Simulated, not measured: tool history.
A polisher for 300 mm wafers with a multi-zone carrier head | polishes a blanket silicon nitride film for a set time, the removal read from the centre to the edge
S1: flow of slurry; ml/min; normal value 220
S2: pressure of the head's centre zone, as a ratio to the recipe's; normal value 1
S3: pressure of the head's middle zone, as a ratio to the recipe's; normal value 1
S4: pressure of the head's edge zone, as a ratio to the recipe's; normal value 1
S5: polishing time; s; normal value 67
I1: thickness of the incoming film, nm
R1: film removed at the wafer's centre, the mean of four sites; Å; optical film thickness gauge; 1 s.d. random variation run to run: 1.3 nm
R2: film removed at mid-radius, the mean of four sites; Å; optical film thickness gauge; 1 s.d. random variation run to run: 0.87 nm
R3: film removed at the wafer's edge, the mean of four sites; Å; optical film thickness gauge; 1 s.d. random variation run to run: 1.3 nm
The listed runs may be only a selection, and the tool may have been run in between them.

{"run": 1, "hour": 0.0, "S1": 220, "S2": 1, "S3": 1, "S4": 1, "S5": 67, "I1": 393.1, "R1": 1092, "R2": 1069, "R3": 1071}
{"run": 2, "hour": 11.0, "S1": 220, "S2": 1, "S3": 1, "S4": 1, "S5": 67, "I1": 390, "R1": 1096, "R2": 1089, "R3": 1069}
{"hour": 17.6, "done": "worn pad replaced by a new one"}
{"run": 3, "hour": 25.6, "S1": 220, "S2": 1, "S3": 1, "S4": 1, "S5": 67, "I1": 384.7, "R1": 1200, "R2": 1190, "R3": 1160}
{"run": 4, "hour": 34.9, "S1": 220, "S2": 1, "S3": 1, "S4": 1, "S5": 67, "I1": 387.4, "R1": 1174, "R2": 1161, "R3": 1148}
{"run": 5, "hour": 48.3, "S1": 220, "S2": 1, "S3": 1, "S4": 0.91, "S5": 67, "I1": 389.1, "R1": 1132, "R2": 1130, "R3": 1083}
{"run": 6, "hour": 64.2, "S1": 220, "S2": 1, "S3": 1, "S4": 1, "S5": 67, "I1": 386.8, "R1": 1146, "R2": 1128, "R3": 1090}
{"hour": 79.1, "done": "carrier head's membrane replaced by a new one, of another model than before"}
{"run": 7, "hour": 81.9, "S1": 220, "S2": 1, "S3": 1.05, "S4": 1, "S5": 54, "I1": 382.6, "R1": 912, "R2": 929, "R3": 885}
{"run": 8, "hour": 99.2, "S1": 220, "S2": 1, "S3": 1.05, "S4": 1, "S5": 54, "I1": 390, "R1": 879, "R2": 912, "R3": 881}
{"run": 9, "hour": 106.5, "S1": 220, "S2": 1, "S3": 1.05, "S4": 1, "S5": 54, "I1": 392.9, "R1": 888, "R2": 911, "R3": 868}
{"hour": 111.3, "done": "centre zone pressure recalibrated"}
{"run": 10, "hour": 115.1, "S1": 220, "S2": 1, "S3": 1, "S4": 1, "S5": 67, "I1": 385.9, "R1": 1082, "R2": 1103, "R3": 1089}
{"hour": 118.1, "done": "edge zone pressure recalibrated"}
{"hour": 140.9, "done": "slurry nozzle cleaned"}
{"run": 11, "hour": 149.5, "S1": 220, "S2": 0.94, "S3": 0.9, "S4": 1, "S5": 47, "I1": 387.7, "R1": 722, "R2": 718, "R3": 755}
{"run": 12, "hour": 158.3, "S1": 220, "S2": 1, "S3": 1, "S4": 1, "S5": 67, "I1": 390.1, "R1": 1103, "R2": 1085, "R3": 1074}
{"hour": 163.7, "done": "worn pad replaced by a new one"}
{"run": 13, "hour": 167.2, "S1": 280, "S2": 1, "S3": 0.97, "S4": 1, "S5": 67, "I1": 390.4, "R1": 1217, "R2": 1178, "R3": 1200}
{"run": 14, "hour": 176.5, "S1": 220, "S2": 1, "S3": 1, "S4": 1, "S5": 67, "I1": 387.7, "R1": 1193, "R2": 1189, "R3": 1139}
{"run": 15, "hour": 183.0, "S1": 275, "S2": 1, "S3": 1, "S4": 1, "S5": 67, "I1": 390.6, "R1": 1186, "R2": 1189, "R3": 1165}
{"run": 16, "hour": 190.3, "S1": 220, "S2": 1.07, "S3": 0.91, "S4": 1, "S5": 67, "I1": 393.6, "R1": 1224, "R2": 1089, "R3": 1143}
{"run": 17, "hour": 198.9, "S1": 220, "S2": 0.94, "S3": 0.91, "S4": 1, "S5": 84, "I1": 391.9, "R1": 1367, "R2": 1336, "R3": 1391}
{"run": 18, "hour": 209.2, "S1": 220, "S2": 1.06, "S3": 1, "S4": 1, "S5": 75, "I1": 390.7, "R1": 1325, "R2": 1263, "R3": 1261}
{"run": 19, "hour": 225.9, "S1": 220, "S2": 1, "S3": 1, "S4": 1, "S5": 67, "I1": 397, "R1": 1126, "R2": 1113, "R3": 1108}
{"run": 20, "hour": 241.6, "S1": 220, "S2": 1, "S3": 1, "S4": 1, "S5": 67, "I1": 391.5, "R1": 1122, "R2": 1103, "R3": 1093}
{"run": 21, "hour": 254.3, "S1": 220, "S2": 1, "S3": 1, "S4": 1, "S5": 53, "I1": 387.2, "R1": 883, "R2": 873, "R3": 860}

Each row is a separate what-if for the run after 21, all from the same tool condition, not one after another. Results?
{"run": "A", "hour": 254.8, "S1": 220, "S2": 1, "S3": 0.97, "S4": 1, "S5": 67, "I1": 392, "R1": "?", "R2": "?", "R3": "?"}
{"run": "B", "hour": 254.8, "S1": 255, "S2": 1, "S3": 1, "S4": 1, "S5": 67, "I1": 392, "R1": "?", "R2": "?", "R3": "?"}
{"run": "C", "hour": 254.8, "S1": 220, "S2": 1, "S3": 1, "S4": 1.11, "S5": 67, "I1": 392, "R1": "?", "R2": "?", "R3": "?"}
{"run": "D", "hour": 254.8, "S1": 155, "S2": 1, "S3": 1, "S4": 1, "S5": 79, "I1": 392, "R1": "?", "R2": "?", "R3": "?"}
{"run": "E", "hour": 254.8, "S1": 280, "S2": 1, "S3": 0.89, "S4": 1.07, "S5": 67, "I1": 392, "R1": "?", "R2": "?", "R3": "?"}

run=A R1=1087 R2=1074 R3=1073
run=B R1=1105 R2=1111 R3=1085
run=C R1=1088 R2=1095 R3=1151
run=D R1=1227 R2=1242 R3=1229
run=E R1=1115 R2=1040 R3=1144
Take away the tool's hidden state, keep each run's random variation, and the runs would have read:
run=A R1=1186 R2=1171 R3=1170
run=B R1=1205 R2=1212 R3=1183
run=C R1=1186 R2=1194 R3=1255
run=D R1=1338 R2=1355 R3=1341
run=E R1=1216 R2=1134 R3=1247
